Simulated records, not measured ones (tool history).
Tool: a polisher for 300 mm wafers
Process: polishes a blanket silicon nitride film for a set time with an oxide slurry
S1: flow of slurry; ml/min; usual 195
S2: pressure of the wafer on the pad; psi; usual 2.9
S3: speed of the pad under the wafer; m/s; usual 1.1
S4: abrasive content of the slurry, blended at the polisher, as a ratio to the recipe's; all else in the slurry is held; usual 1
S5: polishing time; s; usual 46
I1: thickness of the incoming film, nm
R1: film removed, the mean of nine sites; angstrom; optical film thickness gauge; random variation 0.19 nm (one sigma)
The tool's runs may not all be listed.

Run 1, hour 0: usual settings; I1 458.3. Result: R1 237 angstrom.
Run 2, hour 31.7: usual settings; I1 459.8. Result: R1 233 angstrom.
At hour 46.2: conditioning disc replaced and pad reconditioned.
At hour 70: slurry blender recalibrated.
Run 3, hour 93: usual settings; I1 460.2. Result: R1 223 angstrom.
At hour 105.1: worn pad replaced by a new one.
Run 4, hour 132.6: usual settings; I1 458.7. Result: R1 236 angstrom.
Run 5, hour 158.6: usual settings; I1 455.4. Result: R1 236 angstrom.
Run 6, hour 208.1: usual settings; I1 453.3. Result: R1 235 angstrom.
At hour 230.6: head pressure recalibrated.
Run 7, hour 271.1: usual settings; I1 450.8. Result: R1 229 angstrom.
At hour 314.4: slurry blender recalibrated.
Run 8, hour 340: usual settings; I1 464. Result: R1 225 angstrom.
At hour 359.5: worn pad replaced by a new one.
At hour 365.3: slurry nozzle cleaned.
Run 9, hour 399.9: usual settings; I1 454.2. Result: R1 241 angstrom.
Run 10, hour 439.8: usual settings; I1 469.3. Result: R1 235 angstrom.
Run 11, hour 508.2: usual settings; I1 451.1. Result: R1 234 angstrom.
At hour 535.8: slurry blender recalibrated.
At hour 563.2: worn pad replaced by a new one.
Run 12, hour 563.7: usual settings but S4 1.15; I1 467.9. Result: R1 253 angstrom.
At hour 592.2: conditioning disc replaced and pad reconditioned.
Run 13, hour 596.8: usual settings but S1 255 ml/min; I1 466. Result: R1 247 angstrom.
Run 14, hour 662.2: usual settings but S1 220 ml/min, S2 3.5 psi, S4 0.9; I1 461.1. Result: R1 260 angstrom.
Run 15, hour 721.1: usual settings but S1 255 ml/min, S2 3.8 psi, S3 1.3 m/s, S4 0.9; I1 460.7. Result: R1 317 angstrom.
Run 16, hour 779.8: usual settings but S4 1.1; I1 462.9. Result: R1 239 angstrom.
At hour 816.7: worn pad replaced by a new one.
At hour 817.1: slurry blender recalibrated.
At hour 820.2: head pressure recalibrated.
Run 17, hour 822: usual settings but S3 1.32 m/s; I1 449.3. Result: R1 274 angstrom.
Run 18, hour 849.3: usual settings but S1 145 ml/min, S2 2 psi, S4 0.8; I1 451. Result: R1 173 angstrom.
At hour 872.8: slurry nozzle cleaned.
Run 19, hour 900.5: usual settings; I1 467.8. Result: R1 236 angstrom.
Run 20, hour 939.9: usual settings but S1 155 ml/min, S3 1.22 m/s, S5 37 s; I1 461. Result: R1 199 angstrom.
Run 21, hour 1006.3: usual settings; I1 464.9. Result: R1 227 angstrom.
Run 22, hour 1031.3: usual settings; I1 467.6. Result: R1 229 angstrom.
At hour 1047.9: worn pad replaced by a new one.
Run 23, hour 1074.7: usual settings but S3 1.44 m/s, S4 0.85; I1 460.5. Result: R1 278 angstrom.
At hour 1106.8: conditioning disc replaced and pad reconditioned.
At hour 1109.9: slurry blender recalibrated.
Run 24, hour 1143: usual settings but S1 165 ml/min, S2 2.6 psi, S4 1.1, S5 61 s; I1 455.9. Result: R1 297 angstrom.

5 ways to go on from here, each from the tool as it stands after run 24. What would each give?
Run A, hour 1143.4: usual settings; I1 455.3. Result: R1 ?.
Run B, hour 1143.4: usual settings but S1 165 ml/min, S2 2 psi; I1 455.3. Result: R1 ?.
Run C, hour 1143.4: usual settings but S1 215 ml/min, S3 1.22 m/s, S5 37 s; I1 455.3. Result: R1 ?.
Run D, hour 1143.4: usual settings but S4 0.75; I1 455.3. Result: R1 ?.
Run E, hour 1143.4: usual settings but S1 230 ml/min; I1 455.3. Result: R1 ?.

run   R1
  A  237
  B  188
  C  210
  D  213
  E  242
Without the tool's hidden state the same runs would have given:
run   R1
  A  241
  B  192
  C  213
  D  217
  E  246

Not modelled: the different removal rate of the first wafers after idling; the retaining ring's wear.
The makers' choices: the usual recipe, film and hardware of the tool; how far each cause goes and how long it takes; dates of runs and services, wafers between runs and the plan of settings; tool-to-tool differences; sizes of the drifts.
